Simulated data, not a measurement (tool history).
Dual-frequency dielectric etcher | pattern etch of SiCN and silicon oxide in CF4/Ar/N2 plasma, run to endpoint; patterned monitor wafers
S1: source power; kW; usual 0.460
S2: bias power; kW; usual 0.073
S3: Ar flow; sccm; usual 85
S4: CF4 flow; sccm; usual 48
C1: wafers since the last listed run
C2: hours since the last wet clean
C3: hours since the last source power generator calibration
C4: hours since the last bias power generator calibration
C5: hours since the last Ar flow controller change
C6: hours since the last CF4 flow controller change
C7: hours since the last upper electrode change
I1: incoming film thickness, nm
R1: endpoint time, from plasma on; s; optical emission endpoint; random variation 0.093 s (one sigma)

run    hour     S1     S2   S3  S4    C1     C2      C3      C4      C5      C6      C7     I1    R1
  1     0.0  0.460  0.086   69  48     0  496.6  2081.1  4412.6  5795.2  2532.1   108.5  15.50  15.3
       51.5  -- wet clean of the chamber
  2    52.0  0.460  0.073   85  55   311    0.5  2133.1  4464.6  5847.2  2584.1   160.5  15.39  16.6
       78.6  -- bias power generator calibrated
      148.8  -- Ar flow controller replaced
  3   208.8  0.460  0.073   85  48  1631  157.3  2289.9   130.2    60.0  2740.9   317.3  15.23  16.6
      217.3  -- source power generator calibrated
  4   248.1  0.460  0.073   91  57   392  196.6    30.8   169.5    99.3  2780.2   356.6  15.43  16.3
  5   277.3  0.560  0.064   68  55   324  225.8    60.0   198.7   128.5  2809.4   385.8  15.49  13.7
  6   307.2  0.420  0.087   85  58   332  255.7    89.9   228.6   158.4  2839.3   415.7  15.50  16.6
  7   333.5  0.460  0.073   85  48   292  282.0   116.2   254.9   184.7  2865.6   442.0  15.31  16.5
  8   391.5  0.460  0.073   85  48   644  340.0   174.2   312.9   242.7  2923.6   500.0  15.29  16.5
      420.2  -- CF4 flow controller replaced
  9   434.4  0.460  0.085   72  48   409  382.9   217.1   355.8   285.6    14.2   542.9  15.42  15.3
 10   461.7  0.410  0.066   85  55   303  410.2   244.4   383.1   312.9    41.5   570.2  15.40  18.6
 11   486.8  0.460  0.073   85  48   278  435.3   269.5   408.2   338.0    66.6   595.3  15.41  16.5
 12   534.6  0.490  0.073   85  48   531  483.1   317.3   456.0   385.8   114.4   643.1  15.41  15.3
      570.6  -- wet clean of the chamber
 13   594.6  0.460  0.066   85  48   399   24.0   377.3   516.0   445.8   174.4   703.1  15.43  17.8
 14   624.0  0.460  0.073   85  48   326   53.4   406.7   545.4   475.2   203.8   732.5  15.30  17.0
 15   677.6  0.460  0.073  103  48   595  107.0   460.3   599.0   528.8   257.4   786.1  15.41  17.3
 16   716.2  0.520  0.064   98  36   428  145.6   498.9   637.6   567.4   296.0   824.7  15.31  17.0
 17   788.1  0.460  0.073   85  48   798  217.5   570.8   709.5   639.3   367.9   896.6  15.39  16.9
 18   829.4  0.460  0.073   85  37   458  258.8   612.1   750.8   680.6   409.2   937.9  15.31  17.4
 19   875.0  0.460  0.073   85  42   506  304.4   657.7   796.4   726.2   454.8   983.5  15.51  17.1
 20   916.1  0.460  0.073   85  48   456  345.5   698.8   837.5   767.3   495.9  1024.6  15.27  16.4
 21   971.0  0.460  0.066   85  48   609  400.4   753.7   892.4   822.2   550.8  1079.5  15.36  17.1
 22  1015.5  0.400  0.073   85  38   494  444.9   798.2   936.9   866.7   595.3  1124.0  15.43  20.0
 23  1042.2  0.500  0.073   85  55   296  471.6   824.9   963.6   893.4   622.0  1150.7  15.34  14.7
 24  1091.5  0.460  0.073   85  48   547  520.9   874.2  1012.9   942.7   671.3  1200.0  15.28  16.2

4 ways to go on from here, each from the tool as it stands after run 24. What would each give?
  A  1091.9  0.460  0.073  85  48   4  521.3  874.6  1013.3  943.1  671.7  1200.4  15.47   ?
  B  1091.9  0.580  0.073  85  51   4  521.3  874.6  1013.3  943.1  671.7  1200.4  15.47   ?
  C  1091.9  0.460  0.079  85  41   4  521.3  874.6  1013.3  943.1  671.7  1200.4  15.47   ?
  D  1091.9  0.410  0.067  65  43   4  521.3  874.6  1013.3  943.1  671.7  1200.4  15.47   ?

run    R1
  A  16.5
  B  12.9
  C  16.5
  D  18.9
Without the tool's hidden state the same runs would have given:
run    R1
  A  17.1
  B  13.5
  C  17.2
  D  19.7
